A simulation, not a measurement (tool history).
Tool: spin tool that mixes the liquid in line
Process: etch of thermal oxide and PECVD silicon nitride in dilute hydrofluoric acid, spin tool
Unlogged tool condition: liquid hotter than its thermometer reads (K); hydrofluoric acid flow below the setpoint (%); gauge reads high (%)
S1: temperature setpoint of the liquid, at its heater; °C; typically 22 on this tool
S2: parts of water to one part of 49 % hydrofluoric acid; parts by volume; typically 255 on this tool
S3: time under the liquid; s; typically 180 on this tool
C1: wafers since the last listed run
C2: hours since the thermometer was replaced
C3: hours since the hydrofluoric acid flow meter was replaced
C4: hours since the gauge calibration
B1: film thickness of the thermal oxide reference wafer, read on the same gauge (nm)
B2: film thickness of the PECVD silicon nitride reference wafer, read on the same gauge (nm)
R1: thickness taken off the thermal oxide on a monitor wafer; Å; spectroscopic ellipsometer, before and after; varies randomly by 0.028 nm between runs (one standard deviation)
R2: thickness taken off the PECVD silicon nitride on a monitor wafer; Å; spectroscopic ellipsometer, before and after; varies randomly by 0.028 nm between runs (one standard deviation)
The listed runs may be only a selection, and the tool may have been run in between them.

run 1 hour=0 | S1=23.5 S2=160 S3=180 | C1=0 C2=92.3 C3=1437.9 C4=48 | B1=139.991 B2=59.966 | R1=42.65 R2=19.64
run 2 hour=10.5 | S1=23.5 S2=160 S3=180 | C1=52 C2=102.8 C3=1448.4 C4=58.5 | B1=139.973 B2=60.023 | R1=42.11 R2=20.14
run 3 hour=23.7 | S1=22 S2=255 S3=180 | C1=65 C2=116 C3=1461.6 C4=71.7 | B1=139.989 B2=60.001 | R1=23.02 R2=11.91
run 4 hour=29.7 | S1=22 S2=255 S3=180 | C1=29 C2=122 C3=1467.6 C4=77.7 | B1=140.003 B2=60.027 | R1=22.78 R2=11.6
run 5 hour=43.9 | S1=22 S2=255 S3=180 | C1=70 C2=136.2 C3=1481.8 C4=91.9 | B1=139.995 B2=59.994 | R1=23.3 R2=12.03
run 6 hour=54.1 | S1=20.5 S2=255 S3=125 | C1=50 C2=146.4 C3=1492 C4=102.1 | B1=140.014 B2=60.011 | R1=14.72 R2=7.24
run 7 hour=60.2 | S1=25 S2=295 S3=85 | C1=30 C2=152.5 C3=1498.1 C4=108.2 | B1=139.988 B2=60.054 | R1=10 R2=5.89
run 8 hour=70.2 | S1=18.5 S2=135 S3=230 | C1=49 C2=162.5 C3=1508.1 C4=118.2 | B1=139.984 B2=60.021 | R1=54.65 R2=22.17
run 9 hour=85.7 | S1=22 S2=255 S3=180 | C1=77 C2=178 C3=1523.6 C4=133.7 | B1=139.996 B2=60.015 | R1=22.22 R2=11.79
run 10 hour=95.2 | S1=24 S2=130 S3=180 | C1=47 C2=187.5 C3=1533.1 C4=143.2 | B1=139.997 B2=60.045 | R1=54.11 R2=24.98
run 11 hour=128.2 | S1=24.5 S2=160 S3=120 | C1=164 C2=220.5 C3=1566.1 C4=176.2 | B1=139.999 B2=60.014 | R1=28.83 R2=14.72
run 12 hour=136 | S1=27 S2=255 S3=180 | C1=38 C2=228.3 C3=1573.9 C4=184 | B1=140.005 B2=60.016 | R1=26.87 R2=16.16
-- hour=137.8 hydrofluoric acid flow meter replaced
run 13 hour=150.5 | S1=22 S2=335 S3=125 | C1=67 C2=242.8 C3=12.7 C4=198.5 | B1=140.008 B2=59.958 | R1=12.55 R2=6.85
run 14 hour=160.9 | S1=22 S2=365 S3=210 | C1=51 C2=253.2 C3=23.1 C4=208.9 | B1=139.99 B2=59.99 | R1=18.94 R2=10.42
run 15 hour=177.1 | S1=22 S2=255 S3=180 | C1=80 C2=269.4 C3=39.3 C4=225.1 | B1=139.983 B2=60.019 | R1=25.37 R2=13.27
run 16 hour=193.8 | S1=22 S2=255 S3=70 | C1=83 C2=286.1 C3=56 C4=241.8 | B1=139.994 B2=59.995 | R1=9.94 R2=5.11
run 17 hour=201.6 | S1=19.5 S2=350 S3=225 | C1=38 C2=293.9 C3=63.8 C4=249.6 | B1=140.009 B2=60 | R1=19.43 R2=10.38
run 18 hour=214 | S1=20 S2=175 S3=215 | C1=61 C2=306.3 C3=76.2 C4=262 | B1=140.005 B2=59.992 | R1=44.99 R2=19.27
run 19 hour=229.1 | S1=19 S2=170 S3=75 | C1=75 C2=321.4 C3=91.3 C4=277.1 | B1=139.987 B2=60.03 | R1=15.2 R2=6.56
run 20 hour=240.9 | S1=20 S2=325 S3=280 | C1=58 C2=333.2 C3=103.1 C4=288.9 | B1=139.987 B2=59.99 | R1=27.65 R2=14.2
run 21 hour=256.2 | S1=22 S2=255 S3=180 | C1=76 C2=348.5 C3=118.4 C4=304.2 | B1=140.004 B2=59.973 | R1=25.94 R2=12.7
run 22 hour=272.3 | S1=22 S2=185 S3=180 | C1=80 C2=364.6 C3=134.5 C4=320.3 | B1=140.008 B2=59.987 | R1=37.01 R2=17.14
run 23 hour=287.5 | S1=19 S2=170 S3=75 | C1=75 C2=379.8 C3=149.7 C4=335.5 | B1=140.008 B2=60.014 | R1=15.39 R2=6.65
run 24 hour=298 | S1=25 S2=255 S3=95 | C1=52 C2=390.3 C3=160.2 C4=346 | B1=139.989 B2=60.007 | R1=15.01 R2=8.28
run 25 hour=304.5 | S1=23.5 S2=300 S3=125 | C1=32 C2=396.8 C3=166.7 C4=352.5 | B1=140.01 B2=60.007 | R1=14.96 R2=8.38

Each row is a separate what-if for the run after 25, all from the same tool condition, not one after another. Results?
run A hour=305 | S1=22 S2=255 S3=180 | C1=2 C2=397.3 C3=167.2 C4=353 | B1=? B2=? | R1=? R2=?
run B hour=305 | S1=26.5 S2=310 S3=180 | C1=2 C2=397.3 C3=167.2 C4=353 | B1=? B2=? | R1=? R2=?
run C hour=305 | S1=26 S2=345 S3=235 | C1=2 C2=397.3 C3=167.2 C4=353 | B1=? B2=? | R1=? R2=?
run D hour=305 | S1=19.5 S2=345 S3=130 | C1=2 C2=397.3 C3=167.2 C4=353 | B1=? B2=? | R1=? R2=?
run E hour=305 | S1=25 S2=305 S3=265 | C1=2 C2=397.3 C3=167.2 C4=353 | B1=? B2=? | R1=? R2=?

run=A B1=139.993 B2=59.995 R1=25.53 R2=12.63
run=B B1=139.993 B2=59.995 R1=23.25 R2=13.7
run=C B1=139.993 B2=59.995 R1=25.9 R2=15.59
run=D B1=139.993 B2=59.995 R1=11.46 R2=5.81
run=E B1=139.993 B2=59.995 R1=33.24 R2=18.74
Without the tool's unlogged condition, the same runs would have read:
run=A R1=25.99 R2=12.81
run=B R1=23.7 R2=13.9
run=C R1=26.41 R2=15.82
run=D R1=11.68 R2=5.89
run=E R1=33.88 R2=19.01
